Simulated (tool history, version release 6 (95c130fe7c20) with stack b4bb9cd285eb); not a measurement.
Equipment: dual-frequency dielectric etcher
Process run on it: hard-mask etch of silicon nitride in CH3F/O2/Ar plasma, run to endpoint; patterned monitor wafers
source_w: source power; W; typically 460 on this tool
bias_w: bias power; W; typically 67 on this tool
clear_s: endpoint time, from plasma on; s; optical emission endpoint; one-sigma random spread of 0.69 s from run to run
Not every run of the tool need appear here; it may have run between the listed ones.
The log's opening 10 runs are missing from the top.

run	hour	source_w	bias_w	wafers since the last listed run	hours since the last wet clean	hours since the last source power generator calibration	hours since the last bias power generator calibration	hours since the last upper electrode change	incoming incoming film thickness, nm	clear_s
11	334.8	460	67	355	360.9	136.3	3213.0	1992.2	53.0	81.5
12	368.5	460	67	475	394.6	170.0	3246.7	2025.9	53.2	80.4
13	381.1	460	58	177	407.2	182.6	3259.3	2038.5	53.2	88.0
14	413.6	550	62	458	439.7	215.1	3291.8	2071.0	52.7	77.9
15	425.6	420	67	169	451.7	227.1	3303.8	2083.0	53.1	83.4
# hour 433.5: bias power generator calibrated
# hour 457.8: wet clean of the chamber
16	458.3	420	59	66	0.5	259.8	24.8	2115.7	53.8	90.1
17	474.0	370	51	221	16.2	275.5	40.5	2131.4	53.5	103.3
18	490.8	390	55	237	33.0	292.3	57.3	2148.2	53.5	96.2
19	520.9	460	80	424	63.1	322.4	87.4	2178.3	52.5	73.2
20	550.7	460	60	420	92.9	352.2	117.2	2208.1	52.6	85.1
# hour 594.2: upper electrode replaced
21	644.1	570	59	979	186.3	445.6	210.6	49.9	53.4	80.8
22	666.1	460	51	310	208.3	467.6	232.6	71.9	53.5	95.7
23	697.4	460	67	441	239.6	498.9	263.9	103.2	52.5	81.2
24	728.9	510	78	444	271.1	530.4	295.4	134.7	53.3	73.6
25	745.1	460	67	228	287.3	546.6	311.6	150.9	53.1	81.5
26	766.5	360	54	302	308.7	568.0	333.0	172.3	53.8	101.2
27	800.9	460	73	485	343.1	602.4	367.4	206.7	53.5	79.0
28	818.9	460	77	254	361.1	620.4	385.4	224.7	53.1	75.1
29	846.9	460	67	395	389.1	648.4	413.4	252.7	52.8	81.6
30	866.0	350	58	269	408.2	667.5	432.5	271.8	53.3	97.1
31	885.4	460	67	273	427.6	686.9	451.9	291.2	53.4	82.0
# hour 926.2: wet clean of the chamber
32	926.7	460	67	244	0.5	728.2	493.2	332.5	53.4	82.9
33	938.1	460	67	160	11.9	739.6	504.6	343.9	53.6	82.6
34	954.1	500	82	225	27.9	755.6	520.6	359.9	53.5	71.7

5 options for the next run, each taken on its own from the tool as it stands now. Forecast them:
A	954.5	460	59	5	28.3	756.0	521.0	360.3	53.3	?
B	954.5	390	67	5	28.3	756.0	521.0	360.3	53.3	?
C	954.5	400	63	5	28.3	756.0	521.0	360.3	53.3	?
D	954.5	490	67	5	28.3	756.0	521.0	360.3	53.3	?
E	954.5	350	67	5	28.3	756.0	521.0	360.3	53.3	?

run	clear_s
A	87.8
B	86.5
C	88.7
D	80.2
E	89.5
With no hidden state in the tool, these same runs would have given:
run	clear_s
A	87.8
B	86.5
C	88.7
D	80.2
E	89.5
